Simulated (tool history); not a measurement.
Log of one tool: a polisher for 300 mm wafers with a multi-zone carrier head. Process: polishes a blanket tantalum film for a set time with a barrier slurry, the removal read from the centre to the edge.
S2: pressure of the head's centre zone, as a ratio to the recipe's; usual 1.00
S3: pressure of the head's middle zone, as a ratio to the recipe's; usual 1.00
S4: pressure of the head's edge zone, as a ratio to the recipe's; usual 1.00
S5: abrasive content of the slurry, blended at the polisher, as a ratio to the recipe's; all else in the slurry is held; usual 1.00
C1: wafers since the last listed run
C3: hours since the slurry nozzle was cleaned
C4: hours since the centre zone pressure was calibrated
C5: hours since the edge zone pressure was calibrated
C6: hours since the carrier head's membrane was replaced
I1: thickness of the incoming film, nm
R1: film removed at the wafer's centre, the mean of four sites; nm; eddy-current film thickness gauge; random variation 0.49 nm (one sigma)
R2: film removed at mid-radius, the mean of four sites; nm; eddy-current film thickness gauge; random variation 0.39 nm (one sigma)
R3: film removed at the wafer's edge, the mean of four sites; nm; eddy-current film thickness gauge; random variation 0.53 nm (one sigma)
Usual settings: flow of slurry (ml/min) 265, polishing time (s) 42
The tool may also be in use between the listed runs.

{"run": 1, "day": 0.0, "flow of slurry (ml/min)": 265, "S2": 0.93, "S3": 1.0, "S4": 0.9, "S5": 0.8, "polishing time (s)": 28, "C1": 0, "wafers polished on this pad": 829, "C3": 577.2, "C4": 1046.9, "C5": 24.2, "C6": 98.0, "I1": 329.1, "R1": 30.0, "R2": 29.7, "R3": 29.0}
{"run": 2, "day": 1.362, "flow of slurry (ml/min)": 265, "S2": 1.0, "S3": 1.0, "S4": 1.0, "S5": 1.0, "polishing time (s)": 48, "C1": 376, "wafers polished on this pad": 1205, "C3": 609.9, "C4": 1079.6, "C5": 56.9, "C6": 130.7, "I1": 328.5, "R1": 61.2, "R2": 57.9, "R3": 58.3}
{"run": 3, "day": 2.125, "flow of slurry (ml/min)": 265, "S2": 1.0, "S3": 1.0, "S4": 1.0, "S5": 1.0, "polishing time (s)": 42, "C1": 210, "wafers polished on this pad": 1415, "C3": 628.2, "C4": 1097.9, "C5": 75.2, "C6": 149.0, "I1": 331.9, "R1": 54.2, "R2": 51.6, "R3": 50.2}
{"day": 3.421, "done": "centre zone pressure recalibrated"}
{"run": 4, "day": 5.225, "flow of slurry (ml/min)": 265, "S2": 1.0, "S3": 1.0, "S4": 1.0, "S5": 1.0, "polishing time (s)": 42, "C1": 832, "wafers polished on this pad": 2248, "C3": 702.6, "C4": 43.3, "C5": 149.6, "C6": 223.4, "I1": 323.9, "R1": 50.1, "R2": 51.4, "R3": 51.0}
{"run": 5, "day": 6.779, "flow of slurry (ml/min)": 265, "S2": 1.0, "S3": 1.0, "S4": 1.0, "S5": 1.0, "polishing time (s)": 55, "C1": 428, "wafers polished on this pad": 2677, "C3": 739.9, "C4": 80.6, "C5": 186.9, "C6": 260.7, "I1": 331.1, "R1": 66.1, "R2": 66.7, "R3": 66.8}
{"day": 8.288, "done": "slurry nozzle cleaned"}
{"day": 8.45, "done": "worn pad replaced by a new one"}
{"run": 6, "day": 8.471, "flow of slurry (ml/min)": 215, "S2": 1.0, "S3": 1.0, "S4": 1.05, "S5": 1.0, "polishing time (s)": 53, "C1": 410, "wafers polished on this pad": 5, "C3": 4.4, "C4": 121.2, "C5": 227.5, "C6": 301.3, "I1": 326.8, "R1": 62.9, "R2": 63.2, "R3": 65.6}
{"run": 7, "day": 9.367, "flow of slurry (ml/min)": 265, "S2": 1.0, "S3": 1.0, "S4": 1.0, "S5": 1.0, "polishing time (s)": 47, "C1": 247, "wafers polished on this pad": 253, "C3": 25.9, "C4": 142.7, "C5": 249.0, "C6": 322.8, "I1": 332.5, "R1": 56.6, "R2": 57.5, "R3": 56.3}
{"run": 8, "day": 10.562, "flow of slurry (ml/min)": 265, "S2": 1.09, "S3": 1.0, "S4": 0.9, "S5": 1.0, "polishing time (s)": 29, "C1": 330, "wafers polished on this pad": 583, "C3": 54.6, "C4": 171.4, "C5": 277.7, "C6": 351.5, "I1": 329.5, "R1": 38.3, "R2": 35.2, "R3": 33.4}
{"run": 9, "day": 11.7, "flow of slurry (ml/min)": 265, "S2": 1.0, "S3": 1.0, "S4": 1.0, "S5": 1.0, "polishing time (s)": 42, "C1": 313, "wafers polished on this pad": 897, "C3": 81.9, "C4": 198.7, "C5": 305.0, "C6": 378.8, "I1": 323.6, "R1": 51.5, "R2": 51.0, "R3": 49.5}
{"run": 10, "day": 12.958, "flow of slurry (ml/min)": 265, "S2": 1.0, "S3": 0.9, "S4": 1.07, "S5": 1.0, "polishing time (s)": 42, "C1": 347, "wafers polished on this pad": 1244, "C3": 112.1, "C4": 228.9, "C5": 335.2, "C6": 409.0, "I1": 328.7, "R1": 51.9, "R2": 47.4, "R3": 53.2}
{"day": 13.358, "done": "edge zone pressure recalibrated"}
{"run": 11, "day": 14.0, "flow of slurry (ml/min)": 325, "S2": 1.0, "S3": 0.92, "S4": 1.0, "S5": 0.8, "polishing time (s)": 42, "C1": 264, "wafers polished on this pad": 1508, "C3": 137.1, "C4": 253.9, "C5": 15.4, "C6": 434.0, "I1": 334.9, "R1": 45.6, "R2": 43.6, "R3": 45.1}
{"run": 12, "day": 17.388, "flow of slurry (ml/min)": 265, "S2": 1.0, "S3": 0.94, "S4": 1.0, "S5": 1.15, "polishing time (s)": 42, "C1": 935, "wafers polished on this pad": 2444, "C3": 218.4, "C4": 335.2, "C5": 96.7, "C6": 515.3, "I1": 329.1, "R1": 55.1, "R2": 51.9, "R3": 53.9}
{"run": 13, "day": 18.5, "flow of slurry (ml/min)": 265, "S2": 1.0, "S3": 1.0, "S4": 1.0, "S5": 1.0, "polishing time (s)": 42, "C1": 307, "wafers polished on this pad": 2751, "C3": 245.1, "C4": 361.9, "C5": 123.4, "C6": 542.0, "I1": 329.8, "R1": 52.4, "R2": 51.3, "R3": 51.1}
{"day": 19.75, "done": "worn pad replaced by a new one"}
{"run": 14, "day": 19.775, "flow of slurry (ml/min)": 265, "S2": 1.0, "S3": 0.88, "S4": 1.0, "S5": 1.0, "polishing time (s)": 42, "C1": 305, "wafers polished on this pad": 7, "C3": 275.7, "C4": 392.5, "C5": 154.0, "C6": 572.6, "I1": 331.9, "R1": 51.9, "R2": 46.6, "R3": 51.5}
{"run": 15, "day": 21.146, "flow of slurry (ml/min)": 265, "S2": 1.09, "S3": 1.0, "S4": 0.9, "S5": 1.0, "polishing time (s)": 29, "C1": 378, "wafers polished on this pad": 385, "C3": 308.6, "C4": 425.4, "C5": 186.9, "C6": 605.5, "I1": 331.4, "R1": 38.6, "R2": 35.3, "R3": 33.1}
{"run": 16, "day": 22.617, "flow of slurry (ml/min)": 310, "S2": 1.07, "S3": 1.0, "S4": 1.0, "S5": 1.0, "polishing time (s)": 33, "C1": 405, "wafers polished on this pad": 791, "C3": 343.9, "C4": 460.7, "C5": 222.2, "C6": 640.8, "I1": 330.9, "R1": 44.2, "R2": 41.2, "R3": 40.4}
{"run": 17, "day": 24.058, "flow of slurry (ml/min)": 265, "S2": 1.0, "S3": 1.0, "S4": 0.91, "S5": 1.0, "polishing time (s)": 42, "C1": 397, "wafers polished on this pad": 1189, "C3": 378.5, "C4": 495.3, "C5": 256.8, "C6": 675.4, "I1": 327.8, "R1": 53.0, "R2": 51.4, "R3": 47.9}
{"run": 18, "day": 24.608, "flow of slurry (ml/min)": 265, "S2": 1.1, "S3": 1.09, "S4": 1.0, "S5": 1.0, "polishing time (s)": 42, "C1": 151, "wafers polished on this pad": 1341, "C3": 391.7, "C4": 508.5, "C5": 270.0, "C6": 688.6, "I1": 328.1, "R1": 56.5, "R2": 54.1, "R3": 50.9}
{"day": 24.896, "done": "edge zone pressure recalibrated"}
{"run": 19, "day": 25.962, "flow of slurry (ml/min)": 265, "S2": 0.94, "S3": 1.0, "S4": 1.1, "S5": 1.0, "polishing time (s)": 42, "C1": 350, "wafers polished on this pad": 1692, "C3": 424.2, "C4": 541.0, "C5": 25.6, "C6": 721.1, "I1": 333.6, "R1": 50.7, "R2": 51.4, "R3": 52.5}
{"run": 20, "day": 26.542, "flow of slurry (ml/min)": 215, "S2": 1.04, "S3": 0.88, "S4": 1.0, "S5": 1.0, "polishing time (s)": 46, "C1": 159, "wafers polished on this pad": 1852, "C3": 438.1, "C4": 554.9, "C5": 39.5, "C6": 735.0, "I1": 330.3, "R1": 58.0, "R2": 50.3, "R3": 54.1}
{"run": 21, "day": 27.854, "flow of slurry (ml/min)": 355, "S2": 1.0, "S3": 1.0, "S4": 1.0, "S5": 1.0, "polishing time (s)": 30, "C1": 362, "wafers polished on this pad": 2214, "C3": 469.6, "C4": 586.4, "C5": 71.0, "C6": 766.5, "I1": 334.1, "R1": 38.4, "R2": 37.3, "R3": 36.1}
{"day": 28.317, "done": "carrier head's membrane replaced by a new one"}
{"run": 22, "day": 28.929, "flow of slurry (ml/min)": 265, "S2": 1.0, "S3": 1.0, "S4": 0.94, "S5": 1.0, "polishing time (s)": 42, "C1": 239, "wafers polished on this pad": 2453, "C3": 495.4, "C4": 612.2, "C5": 96.8, "C6": 14.7, "I1": 330.0, "R1": 52.7, "R2": 51.5, "R3": 49.6}
{"run": 23, "day": 30.204, "flow of slurry (ml/min)": 265, "S2": 1.0, "S3": 1.0, "S4": 1.0, "S5": 1.0, "polishing time (s)": 42, "C1": 351, "wafers polished on this pad": 2805, "C3": 526.0, "C4": 642.8, "C5": 127.4, "C6": 45.3, "I1": 328.4, "R1": 52.7, "R2": 51.0, "R3": 50.4}

Hidden state or all else? Some run-to-run changes of R1, split into what the settings, what came in and random variation would give without the hidden state, and what is left for the hidden state (with any gauge scatter that isn't in both results):
The hidden state here: removal rate lost through wear of the pad, %; slurry flow missing at the pad, %; deviation of the centre zone's pressure from its setpoint, %; deviation of the edge zone's pressure from its setpoint, %.
Run 1 -> 2: S2 0.93 -> 1.00, S4 0.90 -> 1.00, S5 0.80 -> 1.00, polishing time (s) 28 -> 48. R1 +31.2 nm: hidden state +1.8, all else +29.4.
Run 3 -> 4: centre zone pressure recalibrated. R1 -4.1 nm: hidden state -3.0, all else -1.1.
Run 20 -> 21: flow of slurry (ml/min) 215 -> 355, S2 1.04 -> 1.00, S3 0.88 -> 1.00, polishing time (s) 46 -> 30. R1 -19.6 nm: hidden state -0.8, all else -18.8.

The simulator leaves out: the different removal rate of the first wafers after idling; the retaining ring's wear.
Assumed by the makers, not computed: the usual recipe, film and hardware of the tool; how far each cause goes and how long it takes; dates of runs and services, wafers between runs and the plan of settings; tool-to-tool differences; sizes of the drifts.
